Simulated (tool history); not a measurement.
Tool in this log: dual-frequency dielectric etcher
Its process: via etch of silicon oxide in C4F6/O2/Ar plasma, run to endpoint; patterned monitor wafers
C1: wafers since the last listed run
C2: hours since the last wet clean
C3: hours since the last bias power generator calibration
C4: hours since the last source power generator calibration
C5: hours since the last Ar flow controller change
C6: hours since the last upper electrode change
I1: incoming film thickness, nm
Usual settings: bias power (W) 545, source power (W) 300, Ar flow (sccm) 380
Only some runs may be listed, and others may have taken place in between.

{"run": 1, "hour": 0.0, "bias power (W)": 545, "source power (W)": 300, "Ar flow (sccm)": 380, "C1": 0, "C2": 156.2, "C3": 2753.2, "C4": 3510.2, "C5": 3065.1, "C6": 4661.1, "I1": 116.8, "endpoint time (s)": 28.1}
{"run": 2, "hour": 61.1, "bias power (W)": 545, "source power (W)": 300, "Ar flow (sccm)": 380, "C1": 920, "C2": 217.3, "C3": 2814.3, "C4": 3571.3, "C5": 3126.2, "C6": 4722.2, "I1": 117.7, "endpoint time (s)": 28.3}
{"run": 3, "hour": 168.1, "bias power (W)": 545, "source power (W)": 300, "Ar flow (sccm)": 380, "C1": 1611, "C2": 324.3, "C3": 2921.3, "C4": 3678.3, "C5": 3233.2, "C6": 4829.2, "I1": 118.1, "endpoint time (s)": 28.2}
{"run": 4, "hour": 220.3, "bias power (W)": 545, "source power (W)": 300, "Ar flow (sccm)": 380, "C1": 786, "C2": 376.5, "C3": 2973.5, "C4": 3730.5, "C5": 3285.4, "C6": 4881.4, "I1": 116.9, "endpoint time (s)": 27.9}
{"run": 5, "hour": 303.6, "bias power (W)": 545, "source power (W)": 300, "Ar flow (sccm)": 380, "C1": 1254, "C2": 459.8, "C3": 3056.8, "C4": 3813.8, "C5": 3368.7, "C6": 4964.7, "I1": 116.5, "endpoint time (s)": 27.5}
{"hour": 366.8, "done": "wet clean of the chamber"}
{"run": 6, "hour": 399.4, "bias power (W)": 545, "source power (W)": 300, "Ar flow (sccm)": 380, "C1": 1081, "C2": 32.6, "C3": 3152.6, "C4": 3909.6, "C5": 3464.5, "C6": 5060.5, "I1": 116.6, "endpoint time (s)": 28.2}
{"run": 7, "hour": 477.1, "bias power (W)": 545, "source power (W)": 300, "Ar flow (sccm)": 380, "C1": 1170, "C2": 110.3, "C3": 3230.3, "C4": 3987.3, "C5": 3542.2, "C6": 5138.2, "I1": 116.2, "endpoint time (s)": 28}
{"run": 8, "hour": 583.3, "bias power (W)": 545, "source power (W)": 300, "Ar flow (sccm)": 380, "C1": 1599, "C2": 216.5, "C3": 3336.5, "C4": 4093.5, "C5": 3648.4, "C6": 5244.4, "I1": 117.1, "endpoint time (s)": 28.2}
{"hour": 632.6, "done": "Ar flow controller replaced"}
{"run": 9, "hour": 638.7, "bias power (W)": 545, "source power (W)": 300, "Ar flow (sccm)": 380, "C1": 743, "C2": 271.9, "C3": 3391.9, "C4": 4148.9, "C5": 6.1, "C6": 5299.8, "I1": 117.3, "endpoint time (s)": 28.2}
{"run": 10, "hour": 688.9, "bias power (W)": 545, "source power (W)": 300, "Ar flow (sccm)": 380, "C1": 756, "C2": 322.1, "C3": 3442.1, "C4": 4199.1, "C5": 56.3, "C6": 5350, "I1": 117.2, "endpoint time (s)": 28}
{"run": 11, "hour": 769.7, "bias power (W)": 545, "source power (W)": 300, "Ar flow (sccm)": 380, "C1": 1216, "C2": 402.9, "C3": 3522.9, "C4": 4279.9, "C5": 137.1, "C6": 5430.8, "I1": 117.8, "endpoint time (s)": 27.9}
{"hour": 797.3, "done": "source power generator calibrated"}
{"run": 12, "hour": 808.1, "bias power (W)": 506, "source power (W)": 340, "Ar flow (sccm)": 457, "C1": 518, "C2": 441.3, "C3": 3561.3, "C4": 10.8, "C5": 175.5, "C6": 5469.2, "I1": 116.1, "endpoint time (s)": 28.4}
{"hour": 926.4, "done": "wet clean of the chamber"}
{"hour": 940.9, "done": "upper electrode replaced"}
{"run": 13, "hour": 941.4, "bias power (W)": 589, "source power (W)": 250, "Ar flow (sccm)": 323, "C1": 1427, "C2": 15, "C3": 3694.6, "C4": 144.1, "C5": 308.8, "C6": 0.5, "I1": 116.9, "endpoint time (s)": 27.9}
{"hour": 970.3, "done": "bias power generator calibrated"}
{"run": 14, "hour": 977.2, "bias power (W)": 545, "source power (W)": 300, "Ar flow (sccm)": 353, "C1": 478, "C2": 50.8, "C3": 6.9, "C4": 179.9, "C5": 344.6, "C6": 36.3, "I1": 116.2, "endpoint time (s)": 27.7}
{"run": 15, "hour": 1038.6, "bias power (W)": 545, "source power (W)": 230, "Ar flow (sccm)": 335, "C1": 924, "C2": 112.2, "C3": 68.3, "C4": 241.3, "C5": 406, "C6": 97.7, "I1": 118, "endpoint time (s)": 30.1}
{"run": 16, "hour": 1078.1, "bias power (W)": 545, "source power (W)": 300, "Ar flow (sccm)": 380, "C1": 594, "C2": 151.7, "C3": 107.8, "C4": 280.8, "C5": 445.5, "C6": 137.2, "I1": 117.4, "endpoint time (s)": 28.5}
{"run": 17, "hour": 1124.6, "bias power (W)": 545, "source power (W)": 380, "Ar flow (sccm)": 313, "C1": 700, "C2": 198.2, "C3": 154.3, "C4": 327.3, "C5": 492, "C6": 183.7, "I1": 116, "endpoint time (s)": 25.2}
{"run": 18, "hour": 1181.9, "bias power (W)": 545, "source power (W)": 300, "Ar flow (sccm)": 349, "C1": 862, "C2": 255.5, "C3": 211.6, "C4": 384.6, "C5": 549.3, "C6": 241, "I1": 119.3, "endpoint time (s)": 28.3}
{"run": 19, "hour": 1281.4, "bias power (W)": 509, "source power (W)": 230, "Ar flow (sccm)": 407, "C1": 1498, "C2": 355, "C3": 311.1, "C4": 484.1, "C5": 648.8, "C6": 340.5, "I1": 117.2, "endpoint time (s)": 31.8}
{"run": 20, "hour": 1332.7, "bias power (W)": 545, "source power (W)": 300, "Ar flow (sccm)": 380, "C1": 772, "C2": 406.3, "C3": 362.4, "C4": 535.4, "C5": 700.1, "C6": 391.8, "I1": 117.4, "endpoint time (s)": 27.9}
{"run": 21, "hour": 1373.3, "bias power (W)": 598, "source power (W)": 330, "Ar flow (sccm)": 320, "C1": 611, "C2": 446.9, "C3": 403, "C4": 576, "C5": 740.7, "C6": 432.4, "I1": 116.3, "endpoint time (s)": 24.7}
{"run": 22, "hour": 1466.8, "bias power (W)": 628, "source power (W)": 300, "Ar flow (sccm)": 380, "C1": 1408, "C2": 540.4, "C3": 496.5, "C4": 669.5, "C5": 834.2, "C6": 525.9, "I1": 116.4, "endpoint time (s)": 25.6}
{"hour": 1491.8, "done": "wet clean of the chamber"}
{"run": 23, "hour": 1549.6, "bias power (W)": 545, "source power (W)": 300, "Ar flow (sccm)": 380, "C1": 885, "C2": 57.8, "C3": 579.3, "C4": 752.3, "C5": 917, "C6": 608.7, "I1": 117.4, "endpoint time (s)": 28.4}
{"run": 24, "hour": 1610.8, "bias power (W)": 492, "source power (W)": 300, "Ar flow (sccm)": 380, "C1": 921, "C2": 119, "C3": 640.5, "C4": 813.5, "C5": 978.2, "C6": 669.9, "I1": 116.3, "endpoint time (s)": 29.8}
{"run": 25, "hour": 1677.7, "bias power (W)": 545, "source power (W)": 300, "Ar flow (sccm)": 322, "C1": 1007, "C2": 185.9, "C3": 707.4, "C4": 880.4, "C5": 1045.1, "C6": 736.8, "I1": 117.7, "endpoint time (s)": 27.5}
{"run": 26, "hour": 1844.0, "bias power (W)": 506, "source power (W)": 340, "Ar flow (sccm)": 457, "C1": 2504, "C2": 352.2, "C3": 873.7, "C4": 1046.7, "C5": 1211.4, "C6": 903.1, "I1": 116.4, "endpoint time (s)": 28.9}
{"run": 27, "hour": 1934.0, "bias power (W)": 594, "source power (W)": 230, "Ar flow (sccm)": 336, "C1": 1355, "C2": 442.2, "C3": 963.7, "C4": 1136.7, "C5": 1301.4, "C6": 993.1, "I1": 116, "endpoint time (s)": 27.8}
{"hour": 2011.2, "done": "wet clean of the chamber"}
{"run": 28, "hour": 2011.7, "bias power (W)": 545, "source power (W)": 300, "Ar flow (sccm)": 380, "C1": 808, "C2": 0.5, "C3": 1041.4, "C4": 1214.4, "C5": 1379.1, "C6": 1070.8, "I1": 117.1, "endpoint time (s)": 28.4}
{"run": 29, "hour": 2041.7, "bias power (W)": 593, "source power (W)": 370, "Ar flow (sccm)": 380, "C1": 451, "C2": 30.5, "C3": 1071.4, "C4": 1244.4, "C5": 1409.1, "C6": 1100.8, "I1": 118.3, "endpoint time (s)": 25.5}

What if the next run were any one of these 4? Each begins from the tool's condition after run 29:
{"run": "A", "hour": 2042.1, "bias power (W)": 545, "source power (W)": 300, "Ar flow (sccm)": 380, "C1": 6, "C2": 30.9, "C3": 1071.8, "C4": 1244.8, "C5": 1409.5, "C6": 1101.2, "I1": 116.3, "endpoint time (s)": "?"}
{"run": "B", "hour": 2042.1, "bias power (W)": 587, "source power (W)": 350, "Ar flow (sccm)": 285, "C1": 6, "C2": 30.9, "C3": 1071.8, "C4": 1244.8, "C5": 1409.5, "C6": 1101.2, "I1": 116.3, "endpoint time (s)": "?"}
{"run": "C", "hour": 2042.1, "bias power (W)": 662, "source power (W)": 340, "Ar flow (sccm)": 452, "C1": 6, "C2": 30.9, "C3": 1071.8, "C4": 1244.8, "C5": 1409.5, "C6": 1101.2, "I1": 116.3, "endpoint time (s)": "?"}
{"run": "D", "hour": 2042.1, "bias power (W)": 545, "source power (W)": 340, "Ar flow (sccm)": 311, "C1": 6, "C2": 30.9, "C3": 1071.8, "C4": 1244.8, "C5": 1409.5, "C6": 1101.2, "I1": 116.3, "endpoint time (s)": "?"}

run=A endpoint_time_(s)=28.1
run=B endpoint_time_(s)=24.5
run=C endpoint_time_(s)=24.9
run=D endpoint_time_(s)=26.2
Without the tool's hidden state the same runs would have given:
run=A endpoint_time_(s)=28.2
run=B endpoint_time_(s)=24.6
run=C endpoint_time_(s)=25
run=D endpoint_time_(s)=26.3
